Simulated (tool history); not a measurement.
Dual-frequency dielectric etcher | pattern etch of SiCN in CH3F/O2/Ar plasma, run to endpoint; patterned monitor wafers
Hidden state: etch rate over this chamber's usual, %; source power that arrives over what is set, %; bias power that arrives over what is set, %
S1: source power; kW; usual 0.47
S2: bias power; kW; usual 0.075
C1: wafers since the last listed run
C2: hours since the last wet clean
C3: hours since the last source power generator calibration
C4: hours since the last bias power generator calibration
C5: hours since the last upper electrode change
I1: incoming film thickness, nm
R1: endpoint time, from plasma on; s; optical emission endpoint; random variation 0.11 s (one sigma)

{"run": 1, "hour": 0.0, "S1": 0.47, "S2": 0.075, "C1": 0, "C2": 511.6, "C3": 3564.1, "C4": 1905.8, "C5": 4627.1, "I1": 6.26, "R1": 15.2}
{"hour": 4.7, "done": "wet clean of the chamber"}
{"run": 2, "hour": 67.3, "S1": 0.47, "S2": 0.075, "C1": 906, "C2": 62.6, "C3": 3631.4, "C4": 1973.1, "C5": 4694.4, "I1": 6.33, "R1": 15.5}
{"run": 3, "hour": 120.7, "S1": 0.47, "S2": 0.075, "C1": 772, "C2": 116, "C3": 3684.8, "C4": 2026.5, "C5": 4747.8, "I1": 6.31, "R1": 15.5}
{"run": 4, "hour": 192.4, "S1": 0.47, "S2": 0.075, "C1": 1037, "C2": 187.7, "C3": 3756.5, "C4": 2098.2, "C5": 4819.5, "I1": 6.31, "R1": 15.3}
{"run": 5, "hour": 219.5, "S1": 0.47, "S2": 0.075, "C1": 392, "C2": 214.8, "C3": 3783.6, "C4": 2125.3, "C5": 4846.6, "I1": 6.31, "R1": 15.4}
{"run": 6, "hour": 271.6, "S1": 0.47, "S2": 0.075, "C1": 754, "C2": 266.9, "C3": 3835.7, "C4": 2177.4, "C5": 4898.7, "I1": 6.27, "R1": 15.1}
{"run": 7, "hour": 329.4, "S1": 0.47, "S2": 0.075, "C1": 836, "C2": 324.7, "C3": 3893.5, "C4": 2235.2, "C5": 4956.5, "I1": 6.3, "R1": 15.6}
{"run": 8, "hour": 354.0, "S1": 0.47, "S2": 0.075, "C1": 356, "C2": 349.3, "C3": 3918.1, "C4": 2259.8, "C5": 4981.1, "I1": 6.23, "R1": 15}
{"run": 9, "hour": 410.3, "S1": 0.47, "S2": 0.075, "C1": 814, "C2": 405.6, "C3": 3974.4, "C4": 2316.1, "C5": 5037.4, "I1": 6.26, "R1": 15.2}
{"hour": 431.6, "done": "source power generator calibrated"}
{"hour": 447.8, "done": "upper electrode replaced"}
{"run": 10, "hour": 448.3, "S1": 0.47, "S2": 0.075, "C1": 258, "C2": 443.6, "C3": 16.7, "C4": 2354.1, "C5": 0.5, "I1": 6.31, "R1": 15.4}
{"run": 11, "hour": 482.3, "S1": 0.58, "S2": 0.094, "C1": 492, "C2": 477.6, "C3": 50.7, "C4": 2388.1, "C5": 34.5, "I1": 6.26, "R1": 12.9}
{"hour": 561.8, "done": "wet clean of the chamber"}
{"run": 12, "hour": 562.3, "S1": 0.53, "S2": 0.07, "C1": 810, "C2": 0.5, "C3": 130.7, "C4": 2468.1, "C5": 114.5, "I1": 6.29, "R1": 14.9}
{"run": 13, "hour": 595.9, "S1": 0.54, "S2": 0.087, "C1": 486, "C2": 34.1, "C3": 164.3, "C4": 2501.7, "C5": 148.1, "I1": 6.32, "R1": 13.9}

Forecast run 14:
{"hour": 628.6, "done": "bias power generator calibrated"}
{"run": 14, "hour": 753.6, "S1": 0.39, "S2": 0.075, "C1": 2224, "C2": 191.8, "C3": 322, "C4": 125, "C5": 305.8, "I1": 6.36, "R1": "?"}

R1: 16.4 s
Without the tool's hidden state the same run would have given R1 16.4 s.
